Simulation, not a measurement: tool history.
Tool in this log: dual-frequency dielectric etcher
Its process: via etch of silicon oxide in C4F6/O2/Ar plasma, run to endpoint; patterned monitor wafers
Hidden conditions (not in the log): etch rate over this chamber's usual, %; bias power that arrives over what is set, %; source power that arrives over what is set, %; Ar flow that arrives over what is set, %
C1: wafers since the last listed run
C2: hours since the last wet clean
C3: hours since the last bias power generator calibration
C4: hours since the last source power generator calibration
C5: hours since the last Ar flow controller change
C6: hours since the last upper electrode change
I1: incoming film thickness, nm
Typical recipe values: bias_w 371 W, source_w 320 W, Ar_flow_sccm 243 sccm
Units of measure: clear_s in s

{"run": 1, "day": 0.0, "bias_w": 371, "source_w": 360, "Ar_flow_sccm": 267, "C1": 0, "C2": 323.8, "C3": 4365.9, "C4": 3015.2, "C5": 1213, "C6": 4507.4, "I1": 94.6, "clear_s": 25.8}
{"run": 2, "day": 0.629, "bias_w": 371, "source_w": 320, "Ar_flow_sccm": 243, "C1": 137, "C2": 338.9, "C3": 4381, "C4": 3030.3, "C5": 1228.1, "C6": 4522.5, "I1": 95.6, "clear_s": 27.2}
{"run": 3, "day": 1.688, "bias_w": 371, "source_w": 320, "Ar_flow_sccm": 243, "C1": 231, "C2": 364.3, "C3": 4406.4, "C4": 3055.7, "C5": 1253.5, "C6": 4547.9, "I1": 94.4, "clear_s": 26.6}
{"run": 4, "day": 2.654, "bias_w": 371, "source_w": 260, "Ar_flow_sccm": 243, "C1": 211, "C2": 387.5, "C3": 4429.6, "C4": 3078.9, "C5": 1276.7, "C6": 4571.1, "I1": 93.7, "clear_s": 28.9}
{"run": 5, "day": 3.954, "bias_w": 371, "source_w": 260, "Ar_flow_sccm": 243, "C1": 283, "C2": 418.7, "C3": 4460.8, "C4": 3110.1, "C5": 1307.9, "C6": 4602.3, "I1": 94.7, "clear_s": 29.3}
{"day": 6.1, "done": "wet clean of the chamber"}
{"run": 6, "day": 6.121, "bias_w": 371, "source_w": 260, "Ar_flow_sccm": 243, "C1": 254, "C2": 0.5, "C3": 4512.8, "C4": 3162.1, "C5": 1359.9, "C6": 4654.3, "I1": 94.4, "clear_s": 29.2}
{"run": 7, "day": 6.138, "bias_w": 371, "source_w": 380, "Ar_flow_sccm": 257, "C1": 3, "C2": 0.9, "C3": 4513.2, "C4": 3162.5, "C5": 1360.3, "C6": 4654.7, "I1": 95.7, "clear_s": 25.6}
{"run": 8, "day": 7.35, "bias_w": 371, "source_w": 380, "Ar_flow_sccm": 257, "C1": 264, "C2": 30, "C3": 4542.3, "C4": 3191.6, "C5": 1389.4, "C6": 4683.8, "I1": 95.5, "clear_s": 25.7}
{"run": 9, "day": 8.267, "bias_w": 371, "source_w": 380, "Ar_flow_sccm": 257, "C1": 200, "C2": 52, "C3": 4564.3, "C4": 3213.6, "C5": 1411.4, "C6": 4705.8, "I1": 94, "clear_s": 25}
{"day": 10.096, "done": "upper electrode replaced"}
{"run": 10, "day": 10.117, "bias_w": 330, "source_w": 320, "Ar_flow_sccm": 259, "C1": 185, "C2": 96.4, "C3": 4608.7, "C4": 3258, "C5": 1455.8, "C6": 0.5, "I1": 94.1, "clear_s": 27.6}
{"run": 11, "day": 11.112, "bias_w": 330, "source_w": 320, "Ar_flow_sccm": 259, "C1": 217, "C2": 120.3, "C3": 4632.6, "C4": 3281.9, "C5": 1479.7, "C6": 24.4, "I1": 94.4, "clear_s": 27.7}
{"run": 12, "day": 12.296, "bias_w": 330, "source_w": 320, "Ar_flow_sccm": 259, "C1": 258, "C2": 148.7, "C3": 4661, "C4": 3310.3, "C5": 1508.1, "C6": 52.8, "I1": 94.6, "clear_s": 27.8}
{"run": 13, "day": 13.417, "bias_w": 371, "source_w": 320, "Ar_flow_sccm": 243, "C1": 244, "C2": 175.6, "C3": 4687.9, "C4": 3337.2, "C5": 1535, "C6": 79.7, "I1": 95.6, "clear_s": 27.1}
{"run": 14, "day": 14.546, "bias_w": 371, "source_w": 320, "Ar_flow_sccm": 243, "C1": 246, "C2": 202.7, "C3": 4715, "C4": 3364.3, "C5": 1562.1, "C6": 106.8, "I1": 94.1, "clear_s": 26.6}
{"run": 15, "day": 15.462, "bias_w": 408, "source_w": 270, "Ar_flow_sccm": 223, "C1": 200, "C2": 224.7, "C3": 4737, "C4": 3386.3, "C5": 1584.1, "C6": 128.8, "I1": 94.6, "clear_s": 28}
{"run": 16, "day": 18.008, "bias_w": 306, "source_w": 360, "Ar_flow_sccm": 304, "C1": 555, "C2": 285.8, "C3": 4798.1, "C4": 3447.4, "C5": 1645.2, "C6": 189.9, "I1": 95.4, "clear_s": 27.5}
{"run": 17, "day": 18.758, "bias_w": 371, "source_w": 320, "Ar_flow_sccm": 243, "C1": 163, "C2": 303.8, "C3": 4816.1, "C4": 3465.4, "C5": 1663.2, "C6": 207.9, "I1": 94.8, "clear_s": 26.9}
{"run": 18, "day": 19.833, "bias_w": 371, "source_w": 320, "Ar_flow_sccm": 243, "C1": 234, "C2": 329.6, "C3": 4841.9, "C4": 3491.2, "C5": 1689, "C6": 233.7, "I1": 94.9, "clear_s": 27}
{"day": 21.362, "done": "Ar flow controller replaced"}
{"run": 19, "day": 21.383, "bias_w": 371, "source_w": 320, "Ar_flow_sccm": 243, "C1": 283, "C2": 366.8, "C3": 4879.1, "C4": 3528.4, "C5": 0.5, "C6": 270.9, "I1": 95, "clear_s": 27.3}
{"day": 22.217, "done": "source power generator calibrated"}
{"run": 20, "day": 22.417, "bias_w": 371, "source_w": 250, "Ar_flow_sccm": 285, "C1": 189, "C2": 391.6, "C3": 4903.9, "C4": 4.8, "C5": 25.3, "C6": 295.7, "I1": 94.9, "clear_s": 30.5}
{"run": 21, "day": 23.396, "bias_w": 295, "source_w": 320, "Ar_flow_sccm": 302, "C1": 213, "C2": 415.1, "C3": 4927.4, "C4": 28.3, "C5": 48.8, "C6": 319.2, "I1": 94.6, "clear_s": 28.8}
{"run": 22, "day": 26.121, "bias_w": 330, "source_w": 320, "Ar_flow_sccm": 259, "C1": 595, "C2": 480.5, "C3": 4992.8, "C4": 93.7, "C5": 114.2, "C6": 384.6, "I1": 94.8, "clear_s": 27.7}
{"day": 27.904, "done": "wet clean of the chamber"}
{"run": 23, "day": 27.925, "bias_w": 371, "source_w": 250, "Ar_flow_sccm": 285, "C1": 175, "C2": 0.5, "C3": 5036.1, "C4": 137, "C5": 157.5, "C6": 427.9, "I1": 94.4, "clear_s": 30.1}
{"run": 24, "day": 27.938, "bias_w": 422, "source_w": 320, "Ar_flow_sccm": 243, "C1": 2, "C2": 0.8, "C3": 5036.4, "C4": 137.3, "C5": 157.8, "C6": 428.2, "I1": 94.6, "clear_s": 26.2}
{"day": 28.329, "done": "bias power generator calibrated"}
{"run": 25, "day": 28.65, "bias_w": 371, "source_w": 320, "Ar_flow_sccm": 208, "C1": 119, "C2": 17.9, "C3": 7.7, "C4": 154.4, "C5": 174.9, "C6": 445.3, "I1": 95, "clear_s": 26.5}
{"run": 26, "day": 29.946, "bias_w": 444, "source_w": 400, "Ar_flow_sccm": 208, "C1": 282, "C2": 49, "C3": 38.8, "C4": 185.5, "C5": 206, "C6": 476.4, "I1": 94.8, "clear_s": 23.4}
{"run": 27, "day": 30.621, "bias_w": 371, "source_w": 280, "Ar_flow_sccm": 243, "C1": 147, "C2": 65.2, "C3": 55, "C4": 201.7, "C5": 222.2, "C6": 492.6, "I1": 94.8, "clear_s": 28.2}
{"run": 28, "day": 31.404, "bias_w": 425, "source_w": 360, "Ar_flow_sccm": 300, "C1": 171, "C2": 84, "C3": 73.8, "C4": 220.5, "C5": 241, "C6": 511.4, "I1": 95, "clear_s": 25.6}
{"run": 29, "day": 31.938, "bias_w": 414, "source_w": 320, "Ar_flow_sccm": 290, "C1": 116, "C2": 96.8, "C3": 86.6, "C4": 233.3, "C5": 253.8, "C6": 524.2, "I1": 94.2, "clear_s": 26.9}
{"run": 30, "day": 36.112, "bias_w": 371, "source_w": 320, "Ar_flow_sccm": 299, "C1": 911, "C2": 197, "C3": 186.8, "C4": 333.5, "C5": 354, "C6": 624.4, "I1": 94.4, "clear_s": 27.5}

State the hidden condition of the tool at each of the runs:
etch rate over this chamber's usual, %: 0 in every run
bias power that arrives over what is set, %: 0 in every run
source power that arrives over what is set, %: 0 in every run
Ar flow that arrives over what is set, %: 0 in every run
